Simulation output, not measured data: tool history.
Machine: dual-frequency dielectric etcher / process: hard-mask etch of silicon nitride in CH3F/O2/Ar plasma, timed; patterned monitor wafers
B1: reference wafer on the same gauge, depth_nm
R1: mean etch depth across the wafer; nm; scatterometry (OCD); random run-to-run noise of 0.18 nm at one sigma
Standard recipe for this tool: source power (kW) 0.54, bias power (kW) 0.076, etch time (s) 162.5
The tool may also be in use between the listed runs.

run 1 day=0 | source_power_(kW)=0.54 bias_power_(kW)=0.069 etch_time_(s)=193 | B1=112 | R1=140.3
run 2 day=0.404 | source_power_(kW)=0.54 bias_power_(kW)=0.076 etch_time_(s)=162.5 | B1=112 | R1=123.3
run 3 day=0.954 | source_power_(kW)=0.54 bias_power_(kW)=0.076 etch_time_(s)=162.5 | B1=112 | R1=123.2
run 4 day=1.525 | source_power_(kW)=0.54 bias_power_(kW)=0.076 etch_time_(s)=162.5 | B1=112 | R1=123.8
run 5 day=1.892 | source_power_(kW)=0.54 bias_power_(kW)=0.076 etch_time_(s)=162.5 | B1=111.9 | R1=123.3
run 6 day=2.592 | source_power_(kW)=0.54 bias_power_(kW)=0.076 etch_time_(s)=162.5 | B1=112 | R1=123.7
-- day=3.608 gauge calibrated
-- day=3.642 source power generator calibrated
-- day=3.829 bias power generator calibrated
-- day=4.05 wet clean of the chamber
run 7 day=4.071 | source_power_(kW)=0.54 bias_power_(kW)=0.076 etch_time_(s)=162.5 | B1=112 | R1=121.9
run 8 day=4.088 | source_power_(kW)=0.54 bias_power_(kW)=0.076 etch_time_(s)=162.5 | B1=112 | R1=121.9
run 9 day=4.117 | source_power_(kW)=0.54 bias_power_(kW)=0.076 etch_time_(s)=162.5 | B1=112 | R1=121.6
run 10 day=4.688 | source_power_(kW)=0.61 bias_power_(kW)=0.066 etch_time_(s)=162.5 | B1=112 | R1=121.3
run 11 day=5.008 | source_power_(kW)=0.54 bias_power_(kW)=0.076 etch_time_(s)=162.5 | B1=112 | R1=121.5
-- day=6.117 upper electrode replaced
run 12 day=6.138 | source_power_(kW)=0.54 bias_power_(kW)=0.076 etch_time_(s)=205 | B1=112 | R1=153.5
run 13 day=6.154 | source_power_(kW)=0.54 bias_power_(kW)=0.076 etch_time_(s)=162.5 | B1=112 | R1=121.8
run 14 day=6.438 | source_power_(kW)=0.43 bias_power_(kW)=0.058 etch_time_(s)=126.5 | B1=112 | R1=75.8
run 15 day=6.833 | source_power_(kW)=0.62 bias_power_(kW)=0.076 etch_time_(s)=162.5 | B1=112 | R1=130
run 16 day=7.354 | source_power_(kW)=0.47 bias_power_(kW)=0.067 etch_time_(s)=176.5 | B1=112 | R1=117.8
run 17 day=7.738 | source_power_(kW)=0.54 bias_power_(kW)=0.076 etch_time_(s)=201 | B1=112 | R1=151.1
run 18 day=8.35 | source_power_(kW)=0.54 bias_power_(kW)=0.065 etch_time_(s)=162.5 | B1=112 | R1=114.3
run 19 day=8.604 | source_power_(kW)=0.54 bias_power_(kW)=0.076 etch_time_(s)=177.5 | B1=112 | R1=133.6
run 20 day=9.279 | source_power_(kW)=0.66 bias_power_(kW)=0.076 etch_time_(s)=162.5 | B1=112 | R1=133.9
run 21 day=10.012 | source_power_(kW)=0.54 bias_power_(kW)=0.076 etch_time_(s)=162.5 | B1=112 | R1=122.2
run 22 day=10.488 | source_power_(kW)=0.49 bias_power_(kW)=0.076 etch_time_(s)=124.5 | B1=112 | R1=89.7
run 23 day=10.988 | source_power_(kW)=0.54 bias_power_(kW)=0.076 etch_time_(s)=162.5 | B1=112 | R1=122.6
run 24 day=11.429 | source_power_(kW)=0.54 bias_power_(kW)=0.076 etch_time_(s)=162.5 | B1=112 | R1=122.6
run 25 day=12.029 | source_power_(kW)=0.49 bias_power_(kW)=0.076 etch_time_(s)=162.5 | B1=112 | R1=117
run 26 day=12.712 | source_power_(kW)=0.61 bias_power_(kW)=0.061 etch_time_(s)=116.5 | B1=112 | R1=85
run 27 day=13.362 | source_power_(kW)=0.42 bias_power_(kW)=0.082 etch_time_(s)=136.5 | B1=112 | R1=94.5
run 28 day=13.938 | source_power_(kW)=0.54 bias_power_(kW)=0.076 etch_time_(s)=176.5 | B1=112 | R1=133.2
run 29 day=14.425 | source_power_(kW)=0.54 bias_power_(kW)=0.065 etch_time_(s)=195.5 | B1=112 | R1=138.5

Alternative continuations, all from the tool just after run 29; predict every row:
run A day=14.446 | source_power_(kW)=0.67 bias_power_(kW)=0.076 etch_time_(s)=162.5 | B1=? | R1=?
run B day=14.446 | source_power_(kW)=0.54 bias_power_(kW)=0.064 etch_time_(s)=162.5 | B1=? | R1=?
run C day=14.446 | source_power_(kW)=0.66 bias_power_(kW)=0.059 etch_time_(s)=118.5 | B1=? | R1=?
run D day=14.446 | source_power_(kW)=0.54 bias_power_(kW)=0.058 etch_time_(s)=162.5 | B1=? | R1=?
run E day=14.446 | source_power_(kW)=0.54 bias_power_(kW)=0.062 etch_time_(s)=187 | B1=? | R1=?

run=A B1=112 R1=135.5
run=B B1=112 R1=114.2
run=C B1=112 R1=88.4
run=D B1=112 R1=109.5
run=E B1=112 R1=129.6
Had the tool no hidden state, the same runs would have come out as:
run=A R1=134.3
run=B R1=113.2
run=C R1=87.6
run=D R1=108.6
run=E R1=128.5
